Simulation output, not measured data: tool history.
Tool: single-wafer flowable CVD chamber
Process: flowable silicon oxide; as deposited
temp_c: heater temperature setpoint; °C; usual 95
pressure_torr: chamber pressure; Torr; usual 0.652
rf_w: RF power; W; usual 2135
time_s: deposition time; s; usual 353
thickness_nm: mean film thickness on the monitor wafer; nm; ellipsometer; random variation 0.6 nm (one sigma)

run    hour  temp_c  pressure_torr  rf_w  time_s  wafers since the last listed run  hours since the last thermocouple change  hours since the last RF generator calibration  hours since the last manometer calibration  hours since the showerhead was replaced  hours since the gauge calibration  read-back reference wafer on the same gauge, thickness_nm  thickness_nm
  1       0      95          0.652  2135     353                                 0                                       570                                         1075.4                                       785.9                                     5307                             4467.2                                                     177.11       186.371
  2    92.8      95          0.652  2135     353                               431                                     662.8                                         1168.2                                       878.7                                   5399.8                               4560                                                    177.105       187.202
      118.3  -- gauge calibrated
  3   177.8      95          0.652  2135     353                               394                                     747.8                                         1253.2                                       963.7                                   5484.8                               59.5                                                    177.025       186.569
  4   221.7      84          0.652  2135     353                               203                                     791.7                                         1297.1                                      1007.6                                   5528.7                              103.4                                                    177.228       274.058
  5   303.7      95          0.693  2135     353                               380                                     873.7                                         1379.1                                      1089.6                                   5610.7                              185.4                                                    176.874       198.726
      342.9  -- RF generator calibrated
  6   347.4      95          0.693  2135     353                               165                                     917.4                                            4.5                                      1133.3                                   5654.4                              229.1                                                    176.867        201.24
  7   422.8      95          0.652  2135     353                               350                                     992.8                                           79.9                                      1208.7                                   5729.8                              304.5                                                     176.92       189.113
  8     511      95          0.652  2135     353                               409                                      1081                                          168.1                                      1296.9                                     5818                              392.7                                                    177.059       189.891
  9   551.5      95          0.652  2135     353                               188                                    1121.5                                          208.6                                      1337.4                                   5858.5                              433.2                                                    177.038       189.221
 10   613.2      80          0.493  2135     353                               286                                    1183.2                                          270.3                                      1399.1                                   5920.2                              494.9                                                    177.068       241.937
 11     680      84          0.583  2135     300                               310                                      1250                                          337.1                                      1465.9                                     5987                              561.7                                                    176.853       212.795
 12   736.8      87          0.652  2135     353                               263                                    1306.8                                          393.9                                      1522.7                                   6043.8                              618.5                                                    177.035       254.154
 13   811.9      95          0.557  1810     353                               348                                    1381.9                                            469                                      1597.8                                   6118.9                              693.6                                                    176.876       155.382
        841  -- showerhead replaced
      880.7  -- capacitance manometer re-zeroed and calibrated
 14   881.2      88          0.606  2135     377                               247                                    1451.2                                          538.3                                         0.5                                     40.2                              762.9                                                    177.089       242.384
 15   943.2      95          0.652  2135     293                               287                                    1513.2                                          600.3                                        62.5                                    102.2                              824.9                                                    177.033       157.651
 16  1035.7      90          0.652  2135     353                               429                                    1605.7                                          692.8                                         155                                    194.7                              917.4                                                    177.028        227.49
 17  1126.6      95          0.698  1985     353                               422                                    1696.6                                          783.7                                       245.9                                    285.6                             1008.3                                                    177.088       200.533
 18  1189.7      95          0.652  2135     401                               293                                    1759.7                                          846.8                                         309                                    348.7                             1071.4                                                    177.002       215.829
 19  1239.9      95          0.791  2135     375                               233                                    1809.9                                            897                                       359.2                                    398.9                             1121.6                                                    176.974       244.278
 20  1339.6      95          0.652  2135     353                               463                                    1909.6                                          996.7                                       458.9                                    498.6                             1221.3                                                     176.86        190.32
 21  1439.8      95          0.652  2135     353                               465                                    2009.8                                         1096.9                                       559.1                                    598.8                             1321.5                                                    176.962       189.529
     1528.8  -- thermocouple changed; heater temperature recalibrated
 22  1540.1      95          0.652  2135     353                               428                                      11.3                                         1197.2                                       659.4                                    699.1                             1421.8                                                    177.059       184.407
 23  1630.4     108          0.652  2390     406                               419                                     101.6                                         1287.5                                       749.7                                    789.4                             1512.1                                                    176.863       133.072
 24  1751.1      95          0.652  2135     353                               560                                     222.3                                         1408.2                                       870.4                                    910.1                             1632.8                                                     177.02       184.088
 25  1855.3      95          0.652  2135     353                               483                                     326.5                                         1512.4                                       974.6                                   1014.3                               1737                                                    177.073       185.125
     1902.9  -- RF generator calibrated
 26  1944.6      82          0.526  2135     335                               377                                     415.8                                           41.7                                      1063.9                                   1103.6                             1826.3                                                    176.969       229.334
 27  2044.8     105          0.779  2135     353                               465                                       516                                          141.9                                      1164.1                                   1203.8                             1926.5                                                    176.989       155.843
 28  2144.5      95          0.652  2135     353                               463                                     615.7                                          241.6                                      1263.8                                   1303.5                             2026.2                                                    176.843       188.333
 29  2340.6      95          0.781  2135     353                               910                                     811.8                                          437.7                                      1459.9                                   1499.6                             2222.3                                                    176.941       227.134

The same runs without the tool's hidden state, with the same run-to-run variation:
The hidden state here: wafer temperature above the value expected at the setpoint (K); delivered RF power above the setpoint (%); true pressure above the setpoint (%); gauge reads high (%).
run  thickness_nm
  1       187.214
  2       188.057
  3        187.43
  4       275.629
  5       199.659
  6       198.706
  7       186.693
  8       187.418
  9       186.736
 10       239.723
 11        210.28
 12       251.222
 13       153.788
 14       239.589
 15       155.433
 16       224.905
 17       198.055
 18       212.683
 19       240.721
 20       187.555
 21       186.784
 22       186.496
 23       133.913
 24       186.203
 25       187.271
 26       227.161
 27       154.025
 28       186.079
 29       224.303
